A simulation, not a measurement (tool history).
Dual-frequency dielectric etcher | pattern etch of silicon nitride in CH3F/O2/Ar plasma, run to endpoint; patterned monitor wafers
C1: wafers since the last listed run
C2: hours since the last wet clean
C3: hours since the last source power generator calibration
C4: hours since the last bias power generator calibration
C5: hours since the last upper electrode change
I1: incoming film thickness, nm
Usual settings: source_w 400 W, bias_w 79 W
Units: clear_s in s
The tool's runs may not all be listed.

run 1 day=0 | source_w=400 bias_w=79 | C1=0 C2=222.6 C3=1510.7 C4=1763.3 C5=5220 | I1=36.13 | clear_s=55.5
run 2 day=3.758 | source_w=370 bias_w=79 | C1=1083 C2=312.8 C3=1600.9 C4=1853.5 C5=5310.2 | I1=36.11 | clear_s=57.3
run 3 day=7.888 | source_w=400 bias_w=68 | C1=1190 C2=411.9 C3=1700 C4=1952.6 C5=5409.3 | I1=36.35 | clear_s=59.7
-- day=10.342 wet clean of the chamber
run 4 day=17.358 | source_w=400 bias_w=68 | C1=2441 C2=168.4 C3=1927.3 C4=2179.9 C5=5636.6 | I1=36.35 | clear_s=59.8
run 5 day=21.525 | source_w=400 bias_w=79 | C1=1200 C2=268.4 C3=2027.3 C4=2279.9 C5=5736.6 | I1=36.38 | clear_s=55.5
-- day=33.212 wet clean of the chamber
run 6 day=33.233 | source_w=400 bias_w=79 | C1=3086 C2=0.5 C3=2308.3 C4=2560.9 C5=6017.6 | I1=35.89 | clear_s=54.2
run 7 day=34.408 | source_w=400 bias_w=79 | C1=338 C2=28.7 C3=2336.5 C4=2589.1 C5=6045.8 | I1=36.25 | clear_s=55
-- day=36.467 upper electrode replaced, of another model than before
-- day=42.558 bias power generator calibrated
run 8 day=47.225 | source_w=400 bias_w=79 | C1=3357 C2=336.3 C3=2644.1 C4=112 C5=258.2 | I1=36.25 | clear_s=55
run 9 day=51.504 | source_w=400 bias_w=79 | C1=1233 C2=439 C3=2746.8 C4=214.7 C5=360.9 | I1=36.14 | clear_s=54.2
-- day=52.908 wet clean of the chamber
run 10 day=53.862 | source_w=400 bias_w=79 | C1=391 C2=22.9 C3=2803.4 C4=271.3 C5=417.5 | I1=36.4 | clear_s=55.1
run 11 day=57.708 | source_w=400 bias_w=79 | C1=1108 C2=115.2 C3=2895.7 C4=363.6 C5=509.8 | I1=35.92 | clear_s=54.9
run 12 day=60.683 | source_w=400 bias_w=79 | C1=857 C2=186.6 C3=2967.1 C4=435 C5=581.2 | I1=36.55 | clear_s=54.4
run 13 day=65.058 | source_w=300 bias_w=86 | C1=1260 C2=291.6 C3=3072.1 C4=540 C5=686.2 | I1=36.1 | clear_s=56.7
run 14 day=67.05 | source_w=470 bias_w=86 | C1=574 C2=339.4 C3=3119.9 C4=587.8 C5=734 | I1=36.19 | clear_s=48.7
run 15 day=70.788 | source_w=470 bias_w=99 | C1=1077 C2=429.1 C3=3209.6 C4=677.5 C5=823.7 | I1=35.71 | clear_s=44
-- day=78.075 wet clean of the chamber
run 16 day=80.262 | source_w=320 bias_w=91 | C1=2442 C2=52.5 C3=3437 C4=904.9 C5=1051.1 | I1=36.2 | clear_s=54
-- day=82.479 source power generator calibrated
run 17 day=84.571 | source_w=480 bias_w=67 | C1=1193 C2=155.9 C3=50.2 C4=1008.3 C5=1154.5 | I1=36.42 | clear_s=59.2
run 18 day=86.417 | source_w=400 bias_w=72 | C1=531 C2=200.2 C3=94.5 C4=1052.6 C5=1198.8 | I1=36.14 | clear_s=59.1
run 19 day=90.229 | source_w=400 bias_w=79 | C1=1098 C2=291.7 C3=186 C4=1144.1 C5=1290.3 | I1=36.33 | clear_s=55.2
run 20 day=92.425 | source_w=400 bias_w=79 | C1=632 C2=344.4 C3=238.7 C4=1196.8 C5=1343 | I1=36.5 | clear_s=56
run 21 day=96.483 | source_w=450 bias_w=92 | C1=1169 C2=441.8 C3=336.1 C4=1294.2 C5=1440.4 | I1=36.37 | clear_s=47.9
run 22 day=99.3 | source_w=300 bias_w=62 | C1=811 C2=509.4 C3=403.7 C4=1361.8 C5=1508 | I1=36.14 | clear_s=72.9
-- day=102.962 wet clean of the chamber
run 23 day=103.521 | source_w=320 bias_w=89 | C1=928 C2=13.4 C3=505 C4=1463.1 C5=1609.3 | I1=35.95 | clear_s=54.7
run 24 day=105.183 | source_w=370 bias_w=61 | C1=479 C2=53.3 C3=544.9 C4=1503 C5=1649.2 | I1=36.6 | clear_s=69.8

5 ways to go on from here, each from the tool as it stands after run 24. What would each give?
run A day=105.2 | source_w=460 bias_w=79 | C1=4 C2=53.7 C3=545.3 C4=1503.4 C5=1649.6 | I1=36.49 | clear_s=?
run B day=105.2 | source_w=300 bias_w=63 | C1=4 C2=53.7 C3=545.3 C4=1503.4 C5=1649.6 | I1=36.49 | clear_s=?
run C day=105.2 | source_w=310 bias_w=79 | C1=4 C2=53.7 C3=545.3 C4=1503.4 C5=1649.6 | I1=36.49 | clear_s=?
run D day=105.2 | source_w=490 bias_w=70 | C1=4 C2=53.7 C3=545.3 C4=1503.4 C5=1649.6 | I1=36.49 | clear_s=?
run E day=105.2 | source_w=400 bias_w=90 | C1=4 C2=53.7 C3=545.3 C4=1503.4 C5=1649.6 | I1=36.49 | clear_s=?

run=A clear_s=53
run=B clear_s=73.2
run=C clear_s=60.9
run=D clear_s=56.5
run=E clear_s=51.1
Without the tool's hidden state the same runs would have given:
run=A clear_s=53.1
run=B clear_s=73.4
run=C clear_s=61
run=D clear_s=56.6
run=E clear_s=51.2
